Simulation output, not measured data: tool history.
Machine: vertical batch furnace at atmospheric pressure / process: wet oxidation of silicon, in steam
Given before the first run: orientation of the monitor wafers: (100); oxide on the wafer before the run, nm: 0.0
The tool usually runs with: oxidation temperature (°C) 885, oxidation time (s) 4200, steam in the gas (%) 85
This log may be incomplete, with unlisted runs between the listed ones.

run	hour	oxidation temperature (°C)	oxidation time (s)	steam in the gas (%)	wafers since the last listed run	hours since the last temperature calibration	hours since the steam generator was serviced	hours since the gauge calibration	read-back reference wafer on the same gauge, thickness	oxide thickness on the monitor wafer (nm)
1	0.0	885	4200	85	0	2295.4	422.8	116.3	151.02	128.75
2	67.1	885	4200	85	671	2362.5	489.9	183.4	151.14	128.38
3	148.3	885	4200	85	812	2443.7	571.1	264.6	151.49	129.81
4	252.9	885	4200	85	1046	2548.3	675.7	369.2	151.77	130.48
5	425.8	885	4200	85	1729	2721.2	848.6	542.1	152.59	131.16
6	497.8	885	4200	85	720	2793.2	920.6	614.1	152.87	129.86
7	571.8	885	4200	85	740	2867.2	994.6	688.1	153.29	130.51
8	661.8	885	4200	85	900	2957.2	1084.6	778.1	153.43	129.31
9	706.5	885	4200	85	447	3001.9	1129.3	822.8	153.86	131.58
# hour 782.3: gauge calibrated
10	788.9	885	4200	85	824	3084.3	1211.7	6.6	150.73	128.02
11	847.1	885	4200	89	582	3142.5	1269.9	64.8	150.95	134.59
12	907.6	885	4200	89	605	3203.0	1330.4	125.3	151.15	134.46
13	993.8	908	3600	94	862	3289.2	1416.6	211.5	151.66	172.27
# hour 1028.2: thermocouples replaced and temperature profile calibrated
14	1098.9	885	4200	81	811	70.7	1521.7	316.6	151.70	123.48
15	1180.0	897	2580	95	811	151.8	1602.8	397.7	152.16	109.73
16	1276.6	885	5790	93	966	248.4	1699.4	494.3	152.64	190.13
17	1349.0	908	4200	73	724	320.8	1771.8	566.7	152.67	158.21
18	1408.6	867	4200	81	596	380.4	1831.4	626.3	153.27	92.93
19	1460.8	894	2940	85	522	432.6	1883.6	678.5	153.12	107.84
# hour 1491.2: steam generator serviced
20	1513.4	874	4200	89	286	485.2	22.2	731.1	153.15	114.71
21	1608.6	885	4200	85	952	580.4	117.4	826.3	153.79	130.92
22	1679.0	874	4200	89	704	650.8	187.8	896.7	153.80	114.80
23	1765.0	885	4200	85	860	736.8	273.8	982.7	153.82	132.12
# hour 1860.7: gauge calibrated
24	1864.8	885	4200	85	998	836.6	373.6	4.1	151.05	128.93

Forecast each of these 4 alternatives for the next run:
A	1869.7	892	4200	85	49	841.5	378.5	9.0	?	?
B	1869.7	874	2970	76	49	841.5	378.5	9.0	?	?
C	1869.7	885	4200	93	49	841.5	378.5	9.0	?	?
D	1869.7	885	2850	85	49	841.5	378.5	9.0	?	?

run	read-back reference wafer on the same gauge, thickness	oxide thickness on the monitor wafer (nm)
A	151.21	143.35
B	151.21	70.04
C	151.21	139.99
D	151.21	89.79
Take away the tool's hidden state, keep each run's random variation, and the runs would have read:
run	oxide thickness on the monitor wafer (nm)
A	143.07
B	69.90
C	139.71
D	89.62
